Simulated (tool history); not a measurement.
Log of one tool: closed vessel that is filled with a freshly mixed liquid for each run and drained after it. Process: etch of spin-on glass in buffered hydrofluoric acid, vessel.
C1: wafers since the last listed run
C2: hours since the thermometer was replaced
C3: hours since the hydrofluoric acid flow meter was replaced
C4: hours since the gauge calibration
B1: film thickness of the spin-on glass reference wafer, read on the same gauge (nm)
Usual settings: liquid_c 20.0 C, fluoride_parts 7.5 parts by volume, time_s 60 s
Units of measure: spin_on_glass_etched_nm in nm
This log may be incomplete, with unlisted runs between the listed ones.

{"run": 1, "hour": 0.0, "liquid_c": 20.0, "fluoride_parts": 7.5, "time_s": 60, "C1": 0, "C2": 712.4, "C3": 979.7, "C4": 931.5, "B1": 89.98, "spin_on_glass_etched_nm": 341.55}
{"run": 2, "hour": 38.4, "liquid_c": 21.0, "fluoride_parts": 7.5, "time_s": 70, "C1": 2507, "C2": 750.8, "C3": 1018.1, "C4": 969.9, "B1": 90.04, "spin_on_glass_etched_nm": 415.08}
{"run": 3, "hour": 89.5, "liquid_c": 20.0, "fluoride_parts": 7.5, "time_s": 80, "C1": 3336, "C2": 801.9, "C3": 1069.2, "C4": 1021.0, "B1": 90.01, "spin_on_glass_etched_nm": 456.49}
{"run": 4, "hour": 115.0, "liquid_c": 20.0, "fluoride_parts": 7.5, "time_s": 80, "C1": 1664, "C2": 827.4, "C3": 1094.7, "C4": 1046.5, "B1": 89.99, "spin_on_glass_etched_nm": 459.09}
{"run": 5, "hour": 170.5, "liquid_c": 20.0, "fluoride_parts": 7.5, "time_s": 80, "C1": 3623, "C2": 882.9, "C3": 1150.2, "C4": 1102.0, "B1": 90.03, "spin_on_glass_etched_nm": 455.33}
{"run": 6, "hour": 213.9, "liquid_c": 20.0, "fluoride_parts": 7.5, "time_s": 60, "C1": 2833, "C2": 926.3, "C3": 1193.6, "C4": 1145.4, "B1": 90.01, "spin_on_glass_etched_nm": 344.52}
{"run": 7, "hour": 262.0, "liquid_c": 20.0, "fluoride_parts": 7.5, "time_s": 60, "C1": 3140, "C2": 974.4, "C3": 1241.7, "C4": 1193.5, "B1": 90.02, "spin_on_glass_etched_nm": 342.85}
{"hour": 295.1, "done": "hydrofluoric acid flow meter replaced"}
{"run": 8, "hour": 310.1, "liquid_c": 20.0, "fluoride_parts": 7.5, "time_s": 60, "C1": 3075, "C2": 1022.5, "C3": 15.0, "C4": 1241.6, "B1": 90.03, "spin_on_glass_etched_nm": 331.1}
{"run": 9, "hour": 380.2, "liquid_c": 20.0, "fluoride_parts": 7.5, "time_s": 60, "C1": 4577, "C2": 1092.6, "C3": 85.1, "C4": 1311.7, "B1": 89.99, "spin_on_glass_etched_nm": 326.1}
{"run": 10, "hour": 431.5, "liquid_c": 20.0, "fluoride_parts": 7.5, "time_s": 60, "C1": 3349, "C2": 1143.9, "C3": 136.4, "C4": 1363.0, "B1": 90.01, "spin_on_glass_etched_nm": 334.29}
{"run": 11, "hour": 466.3, "liquid_c": 20.0, "fluoride_parts": 7.5, "time_s": 60, "C1": 2272, "C2": 1178.7, "C3": 171.2, "C4": 1397.8, "B1": 89.97, "spin_on_glass_etched_nm": 333.82}
{"run": 12, "hour": 505.5, "liquid_c": 23.5, "fluoride_parts": 7.5, "time_s": 30, "C1": 2559, "C2": 1217.9, "C3": 210.4, "C4": 1437.0, "B1": 90.0, "spin_on_glass_etched_nm": 202.53}
{"run": 13, "hour": 560.9, "liquid_c": 20.0, "fluoride_parts": 7.5, "time_s": 60, "C1": 3617, "C2": 1273.3, "C3": 265.8, "C4": 1492.4, "B1": 90.01, "spin_on_glass_etched_nm": 336.38}
{"hour": 674.3, "done": "gauge calibrated"}
{"run": 14, "hour": 676.3, "liquid_c": 20.0, "fluoride_parts": 9.0, "time_s": 85, "C1": 7534, "C2": 1388.7, "C3": 381.2, "C4": 2.0, "B1": 89.98, "spin_on_glass_etched_nm": 393.04}
{"run": 15, "hour": 735.8, "liquid_c": 20.0, "fluoride_parts": 7.5, "time_s": 60, "C1": 3884, "C2": 1448.2, "C3": 440.7, "C4": 61.5, "B1": 89.99, "spin_on_glass_etched_nm": 340.05}
{"run": 16, "hour": 807.5, "liquid_c": 20.0, "fluoride_parts": 9.0, "time_s": 60, "C1": 4681, "C2": 1519.9, "C3": 512.4, "C4": 133.2, "B1": 90.0, "spin_on_glass_etched_nm": 281.98}
{"run": 17, "hour": 839.6, "liquid_c": 20.0, "fluoride_parts": 5.5, "time_s": 60, "C1": 2095, "C2": 1552.0, "C3": 544.5, "C4": 165.3, "B1": 89.99, "spin_on_glass_etched_nm": 452.41}
{"run": 18, "hour": 884.7, "liquid_c": 20.0, "fluoride_parts": 7.5, "time_s": 60, "C1": 2944, "C2": 1597.1, "C3": 589.6, "C4": 210.4, "B1": 90.0, "spin_on_glass_etched_nm": 345.84}
{"hour": 892.3, "done": "thermometer replaced"}
{"run": 19, "hour": 924.3, "liquid_c": 20.0, "fluoride_parts": 7.5, "time_s": 60, "C1": 2520, "C2": 32.0, "C3": 629.2, "C4": 250.0, "B1": 90.0, "spin_on_glass_etched_nm": 331.59}
{"run": 20, "hour": 966.4, "liquid_c": 20.0, "fluoride_parts": 6.0, "time_s": 80, "C1": 2748, "C2": 74.1, "C3": 671.3, "C4": 292.1, "B1": 90.01, "spin_on_glass_etched_nm": 543.4}
{"run": 21, "hour": 1009.3, "liquid_c": 20.0, "fluoride_parts": 7.5, "time_s": 60, "C1": 2801, "C2": 117.0, "C3": 714.2, "C4": 335.0, "B1": 89.99, "spin_on_glass_etched_nm": 341.19}
{"run": 22, "hour": 1038.9, "liquid_c": 20.0, "fluoride_parts": 7.5, "time_s": 60, "C1": 1932, "C2": 146.6, "C3": 743.8, "C4": 364.6, "B1": 89.98, "spin_on_glass_etched_nm": 338.13}
{"run": 23, "hour": 1090.8, "liquid_c": 18.0, "fluoride_parts": 10.5, "time_s": 60, "C1": 3388, "C2": 198.5, "C3": 795.7, "C4": 416.5, "B1": 90.0, "spin_on_glass_etched_nm": 217.89}
{"run": 24, "hour": 1129.8, "liquid_c": 18.0, "fluoride_parts": 9.0, "time_s": 60, "C1": 2546, "C2": 237.5, "C3": 834.7, "C4": 455.5, "B1": 90.01, "spin_on_glass_etched_nm": 247.03}
{"run": 25, "hour": 1161.2, "liquid_c": 17.5, "fluoride_parts": 7.5, "time_s": 90, "C1": 2050, "C2": 268.9, "C3": 866.1, "C4": 486.9, "B1": 90.04, "spin_on_glass_etched_nm": 445.05}
{"run": 26, "hour": 1213.5, "liquid_c": 20.0, "fluoride_parts": 7.5, "time_s": 60, "C1": 3414, "C2": 321.2, "C3": 918.4, "C4": 539.2, "B1": 90.02, "spin_on_glass_etched_nm": 336.0}
{"run": 27, "hour": 1250.6, "liquid_c": 20.0, "fluoride_parts": 6.5, "time_s": 40, "C1": 2422, "C2": 358.3, "C3": 955.5, "C4": 576.3, "B1": 89.99, "spin_on_glass_etched_nm": 256.82}
{"run": 28, "hour": 1306.7, "liquid_c": 20.0, "fluoride_parts": 7.5, "time_s": 60, "C1": 3662, "C2": 414.4, "C3": 1011.6, "C4": 632.4, "B1": 89.99, "spin_on_glass_etched_nm": 345.35}
{"run": 29, "hour": 1337.6, "liquid_c": 17.0, "fluoride_parts": 9.5, "time_s": 90, "C1": 2017, "C2": 445.3, "C3": 1042.5, "C4": 663.3, "B1": 90.0, "spin_on_glass_etched_nm": 336.59}
{"run": 30, "hour": 1394.4, "liquid_c": 22.0, "fluoride_parts": 7.5, "time_s": 60, "C1": 3708, "C2": 502.1, "C3": 1099.3, "C4": 720.1, "B1": 90.02, "spin_on_glass_etched_nm": 390.7}
{"run": 31, "hour": 1459.1, "liquid_c": 20.0, "fluoride_parts": 7.5, "time_s": 80, "C1": 4224, "C2": 566.8, "C3": 1164.0, "C4": 784.8, "B1": 90.01, "spin_on_glass_etched_nm": 463.74}
{"run": 32, "hour": 1517.3, "liquid_c": 20.0, "fluoride_parts": 5.5, "time_s": 45, "C1": 3800, "C2": 625.0, "C3": 1222.2, "C4": 843.0, "B1": 90.0, "spin_on_glass_etched_nm": 340.85}

Alternative continuations, all from the tool just after run 32; predict every row:
{"run": "A", "hour": 1518.0, "liquid_c": 17.0, "fluoride_parts": 7.5, "time_s": 60, "C1": 45, "C2": 625.7, "C3": 1222.9, "C4": 843.7, "B1": "?", "spin_on_glass_etched_nm": "?"}
{"run": "B", "hour": 1518.0, "liquid_c": 24.5, "fluoride_parts": 9.0, "time_s": 35, "C1": 45, "C2": 625.7, "C3": 1222.9, "C4": 843.7, "B1": "?", "spin_on_glass_etched_nm": "?"}
{"run": "C", "hour": 1518.0, "liquid_c": 18.5, "fluoride_parts": 7.5, "time_s": 35, "C1": 45, "C2": 625.7, "C3": 1222.9, "C4": 843.7, "B1": "?", "spin_on_glass_etched_nm": "?"}
{"run": "D", "hour": 1518.0, "liquid_c": 22.5, "fluoride_parts": 7.5, "time_s": 60, "C1": 45, "C2": 625.7, "C3": 1222.9, "C4": 843.7, "B1": "?", "spin_on_glass_etched_nm": "?"}
{"run": "E", "hour": 1518.0, "liquid_c": 17.0, "fluoride_parts": 8.5, "time_s": 70, "C1": 45, "C2": 625.7, "C3": 1222.9, "C4": 843.7, "B1": "?", "spin_on_glass_etched_nm": "?"}

run=A B1=89.99 spin_on_glass_etched_nm=297.70
run=B B1=89.99 spin_on_glass_etched_nm=216.05
run=C B1=89.99 spin_on_glass_etched_nm=189.03
run=D B1=89.99 spin_on_glass_etched_nm=404.59
run=E B1=89.99 spin_on_glass_etched_nm=303.33
Stripped of hidden state, with their random variation kept, the same runs would have yielded:
run=A spin_on_glass_etched_nm=266.62
run=B spin_on_glass_etched_nm=193.79
run=C spin_on_glass_etched_nm=169.36
run=D spin_on_glass_etched_nm=362.85
run=E spin_on_glass_etched_nm=271.60
